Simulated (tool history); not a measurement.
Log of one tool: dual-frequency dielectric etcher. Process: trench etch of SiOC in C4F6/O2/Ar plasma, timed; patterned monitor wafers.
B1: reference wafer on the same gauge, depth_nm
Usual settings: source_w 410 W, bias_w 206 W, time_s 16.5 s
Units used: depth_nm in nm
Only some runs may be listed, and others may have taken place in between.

Run 1, hour 0: usual settings but bias_w 195 W; B1 30.55. Result: depth_nm 34.15 nm.
Run 2, hour 57.9: usual settings but bias_w 172 W; B1 30.52. Result: depth_nm 32.62 nm.
Run 3, hour 109.8: usual settings but bias_w 172 W; B1 30.51. Result: depth_nm 32.56 nm.
Run 4, hour 155: usual settings; B1 30.49. Result: depth_nm 35.06 nm.
Run 5, hour 237.8: usual settings; B1 30.5. Result: depth_nm 34.77 nm.
Run 6, hour 321.9: usual settings; B1 30.47. Result: depth_nm 35.16 nm.
Run 7, hour 361.1: usual settings; B1 30.52. Result: depth_nm 34.93 nm.
Run 8, hour 411.9: usual settings but source_w 360 W, bias_w 257 W, time_s 18 s; B1 30.48. Result: depth_nm 38.7 nm.
Run 9, hour 455.4: usual settings but source_w 310 W; B1 30.55. Result: depth_nm 30.27 nm.
Run 10, hour 544.6: usual settings; B1 30.53. Result: depth_nm 35.16 nm.
Run 11, hour 649.4: usual settings but source_w 440 W, bias_w 251 W, time_s 15 s; B1 30.55. Result: depth_nm 35.35 nm.
Run 12, hour 733.3: usual settings but bias_w 237 W, time_s 19.5 s; B1 30.52. Result: depth_nm 43.38 nm.
Run 13, hour 837.4: usual settings but source_w 450 W, bias_w 177 W, time_s 15 s; B1 30.5. Result: depth_nm 31.2 nm.
Run 14, hour 915.1: usual settings but source_w 330 W; B1 30.53. Result: depth_nm 31.39 nm.
Run 15, hour 959.9: usual settings but source_w 450 W; B1 30.49. Result: depth_nm 36.39 nm.
Run 16, hour 1086.3: usual settings; B1 30.48. Result: depth_nm 34.76 nm.
Run 17, hour 1152.9: usual settings but source_w 460 W, bias_w 258 W, time_s 21.5 s; B1 30.51. Result: depth_nm 51.75 nm.
Run 18, hour 1258.7: usual settings but source_w 310 W, bias_w 192 W; B1 30.48. Result: depth_nm 29.47 nm.
Run 19, hour 1358.4: usual settings but source_w 360 W; B1 30.45. Result: depth_nm 32.68 nm.
Run 20, hour 1449.5: usual settings but source_w 470 W, bias_w 162 W; B1 30.48. Result: depth_nm 33.98 nm.
Run 21, hour 1523.8: usual settings; B1 30.46. Result: depth_nm 34.8 nm.
Run 22, hour 1584.4: usual settings but time_s 20.5 s; B1 30.51. Result: depth_nm 43.52 nm.
Run 23, hour 1626.4: usual settings but bias_w 229 W; B1 30.51. Result: depth_nm 36.21 nm.
Run 24, hour 1675.1: usual settings but time_s 14.5 s; B1 30.51. Result: depth_nm 30.55 nm.
Run 25, hour 1720: usual settings; B1 30.45. Result: depth_nm 34.77 nm.
Run 26, hour 1773.8: usual settings but source_w 360 W, bias_w 225 W; B1 30.49. Result: depth_nm 33.53 nm.
Run 27, hour 1830.6: usual settings but source_w 480 W, time_s 20.5 s; B1 30.5. Result: depth_nm 46.49 nm.
Run 28, hour 1879.8: usual settings but source_w 490 W, bias_w 219 W; B1 30.5. Result: depth_nm 38.81 nm.
Run 29, hour 1935.4: usual settings but source_w 380 W, bias_w 221 W, time_s 21 s; B1 30.49. Result: depth_nm 43.89 nm.

Between the runs listed above, the log contained 7 entries, not reproduced here. Where in the sequence does each belong, and how does what the log doesn't record of the tool's condition differ from the listed run before to the listed run after?
In the gap between runs 4 and 5: wet clean of the chamber (hour 234)
  no hidden state differs between the two runs
In the gap between runs 5 and 6: gauge calibrated (hour 316.8)
  no hidden state differs between the two runs
In the gap between runs 11 and 12: bias power generator calibrated (hour 695.3)
  no hidden state differs between the two runs
In the gap between runs 12 and 13: source power generator calibrated (hour 825.1)
  no hidden state differs between the two runs
In the gap between runs 13 and 14: upper electrode replaced (hour 874.2); wet clean of the chamber (hour 914.6)
  no hidden state differs between the two runs
In the gap between runs 19 and 20: wet clean of the chamber (hour 1449)
  no hidden state differs between the two runs
